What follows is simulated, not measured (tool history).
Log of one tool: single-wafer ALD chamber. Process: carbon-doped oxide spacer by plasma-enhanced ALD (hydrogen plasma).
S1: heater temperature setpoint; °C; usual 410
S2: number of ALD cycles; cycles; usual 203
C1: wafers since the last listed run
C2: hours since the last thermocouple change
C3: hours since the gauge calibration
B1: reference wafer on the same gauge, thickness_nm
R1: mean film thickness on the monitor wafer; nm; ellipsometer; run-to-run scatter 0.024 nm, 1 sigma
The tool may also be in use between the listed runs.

run 1 hour=0.0 | S1=400 S2=203 | C1=0 C2=554.5 C3=997.1 | B1=10.294 | R1=9.947
run 2 hour=58.4 | S1=414 S2=203 | C1=118 C2=612.9 C3=1055.5 | B1=10.292 | R1=9.549
run 3 hour=132.5 | S1=414 S2=203 | C1=150 C2=687.0 C3=1129.6 | B1=10.288 | R1=9.516
run 4 hour=224.0 | S1=414 S2=203 | C1=186 C2=778.5 C3=1221.1 | B1=10.286 | R1=9.537
run 5 hour=356.4 | S1=410 S2=189 | C1=269 C2=910.9 C3=1353.5 | B1=10.289 | R1=8.955
run 6 hour=409.0 | S1=410 S2=173 | C1=107 C2=963.5 C3=1406.1 | B1=10.281 | R1=8.217
run 7 hour=510.6 | S1=410 S2=173 | C1=206 C2=1065.1 C3=1507.7 | B1=10.297 | R1=8.197
run 8 hour=587.8 | S1=401 S2=203 | C1=157 C2=1142.3 C3=1584.9 | B1=10.295 | R1=9.924
run 9 hour=644.2 | S1=410 S2=203 | C1=114 C2=1198.7 C3=1641.3 | B1=10.286 | R1=9.606
run 10 hour=720.3 | S1=410 S2=203 | C1=154 C2=1274.8 C3=1717.4 | B1=10.290 | R1=9.628
run 11 hour=825.9 | S1=404 S2=193 | C1=214 C2=1380.4 C3=1823.0 | B1=10.284 | R1=9.332
run 12 hour=871.3 | S1=404 S2=193 | C1=92 C2=1425.8 C3=1868.4 | B1=10.292 | R1=9.303
run 13 hour=932.4 | S1=404 S2=193 | C1=124 C2=1486.9 C3=1929.5 | B1=10.290 | R1=9.305
run 14 hour=1031.0 | S1=410 S2=203 | C1=200 C2=1585.5 C3=2028.1 | B1=10.287 | R1=9.591
-- hour=1091.5 gauge calibrated
run 15 hour=1096.4 | S1=410 S2=203 | C1=133 C2=1650.9 C3=4.9 | B1=10.291 | R1=9.600
run 16 hour=1133.0 | S1=410 S2=203 | C1=74 C2=1687.5 C3=41.5 | B1=10.290 | R1=9.574
run 17 hour=1236.5 | S1=417 S2=169 | C1=210 C2=1791.0 C3=145.0 | B1=10.294 | R1=7.793
run 18 hour=1355.0 | S1=404 S2=193 | C1=241 C2=1909.5 C3=263.5 | B1=10.300 | R1=9.310
run 19 hour=1440.8 | S1=410 S2=203 | C1=174 C2=1995.3 C3=349.3 | B1=10.292 | R1=9.570
run 20 hour=1481.1 | S1=398 S2=241 | C1=82 C2=2035.6 C3=389.6 | B1=10.285 | R1=11.791
run 21 hour=1583.8 | S1=410 S2=167 | C1=209 C2=2138.3 C3=492.3 | B1=10.294 | R1=7.864
run 22 hour=1782.8 | S1=416 S2=203 | C1=405 C2=2337.3 C3=691.3 | B1=10.286 | R1=9.329
run 23 hour=1855.3 | S1=410 S2=181 | C1=147 C2=2409.8 C3=763.8 | B1=10.286 | R1=8.498
run 24 hour=1959.8 | S1=397 S2=237 | C1=212 C2=2514.3 C3=868.3 | B1=10.292 | R1=11.629
-- hour=1998.6 thermocouple changed; heater temperature recalibrated
run 25 hour=2027.1 | S1=406 S2=177 | C1=120 C2=28.5 C3=935.6 | B1=10.289 | R1=8.564
run 26 hour=2068.2 | S1=395 S2=220 | C1=83 C2=69.6 C3=976.7 | B1=10.287 | R1=10.853
run 27 hour=2132.1 | S1=399 S2=241 | C1=130 C2=133.5 C3=1040.6 | B1=10.283 | R1=11.902
run 28 hour=2210.7 | S1=410 S2=203 | C1=159 C2=212.1 C3=1119.2 | B1=10.291 | R1=9.654
run 29 hour=2309.5 | S1=410 S2=203 | C1=201 C2=310.9 C3=1218.0 | B1=10.291 | R1=9.667
run 30 hour=2369.9 | S1=395 S2=183 | C1=122 C2=371.3 C3=1278.4 | B1=10.297 | R1=9.060
run 31 hour=2439.3 | S1=410 S2=203 | C1=141 C2=440.7 C3=1347.8 | B1=10.296 | R1=9.703
run 32 hour=2526.9 | S1=402 S2=218 | C1=178 C2=528.3 C3=1435.4 | B1=10.283 | R1=10.638
run 33 hour=2604.9 | S1=410 S2=240 | C1=158 C2=606.3 C3=1513.4 | B1=10.284 | R1=11.423

Some steps in R1, run to run, broken into two amounts with sign: the step expected even without the hidden condition (settings, incoming material, random variation), and the rest, left for the hidden condition together with whatever gauge scatter is not in both the measured and the hidden-condition-free result:
The tool's hidden condition here consists of: wafer temperature above the value expected at the setpoint (K); gauge reads high (%).
Run 20 -> 21: S1 398 -> 410, S2 241 -> 167. R1 -3.927 nm: hidden state -0.026, all else -3.901.
Run 23 -> 24: S1 410 -> 397, S2 181 -> 237. R1 +3.131 nm: hidden state +0.054, all else +3.077.
Run 24 -> 25: S1 397 -> 406, S2 237 -> 177, thermocouple changed; heater temperature recalibrated. R1 -3.065 nm: hidden state +0.086, all else -3.151.
Run 30 -> 31: S1 395 -> 410, S2 183 -> 203. R1 +0.643 nm: hidden state -0.052, all else +0.695.
